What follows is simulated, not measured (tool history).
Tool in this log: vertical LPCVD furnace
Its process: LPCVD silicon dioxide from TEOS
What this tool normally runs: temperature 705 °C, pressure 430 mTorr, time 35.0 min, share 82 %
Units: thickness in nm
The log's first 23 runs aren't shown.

run   hour  temperature  pressure  time  share  wafers since the last listed run  hours since the last temperature calibration  hours since the pressure gauge was zeroed  hours since the TEOS flow controller was replaced  hours since the gauge calibration  read-back reference wafer on the same gauge, thickness  thickness
 24  332.4          698       430  35.0     88                               121                                          27.4                                      338.1                                               92.3                              230.7                                                  352.74     294.54
 25  351.5          712       470  35.0     82                               212                                          46.5                                      357.2                                              111.4                              249.8                                                  353.27     409.77
 26  360.1          694       405  35.0     70                                95                                          55.1                                      365.8                                              120.0                              258.4                                                  352.89     231.18
 27  410.9          701       390  43.5     82                               564                                         105.9                                      416.6                                              170.8                              309.2                                                  352.83     359.32
 28  474.4          701       340  41.0     76                               705                                         169.4                                      480.1                                              234.3                              372.7                                                  353.01     303.65
 29  487.4          701       375  41.0     82                               144                                         182.4                                      493.1                                              247.3                              385.7                                                  353.00     331.73
     493.4  -- gauge calibrated
 30  497.0          705       430  35.0     82                               106                                         192.0                                      502.7                                              256.9                                3.6                                                  352.94     332.91
 31  514.3          715       395  24.0     73                               192                                         209.3                                      520.0                                              274.2                               20.9                                                  352.99     258.84

Below are 4 alternative next runs, each starting from the tool's condition after run 31. Predict each:
  A  519.6          705       430  35.0     82                                58                                         214.6                                      525.3                                              279.5                               26.2                                                       ?          ?
  B  519.6          705       350  40.5     82                                58                                         214.6                                      525.3                                              279.5                               26.2                                                       ?          ?
  C  519.6          714       430  45.5     91                                58                                         214.6                                      525.3                                              279.5                               26.2                                                       ?          ?
  D  519.6          713       330  35.0     93                                58                                         214.6                                      525.3                                              279.5                               26.2                                                       ?          ?

run  read-back reference wafer on the same gauge, thickness  thickness
  A                                                  352.72     334.81
  B                                                  352.72     348.83
  C                                                  352.72     562.91
  D                                                  352.72     373.90
Had the tool no hidden state, the same runs would have come out as:
run  thickness
  A     334.97
  B     349.70
  C     563.26
  D     375.13

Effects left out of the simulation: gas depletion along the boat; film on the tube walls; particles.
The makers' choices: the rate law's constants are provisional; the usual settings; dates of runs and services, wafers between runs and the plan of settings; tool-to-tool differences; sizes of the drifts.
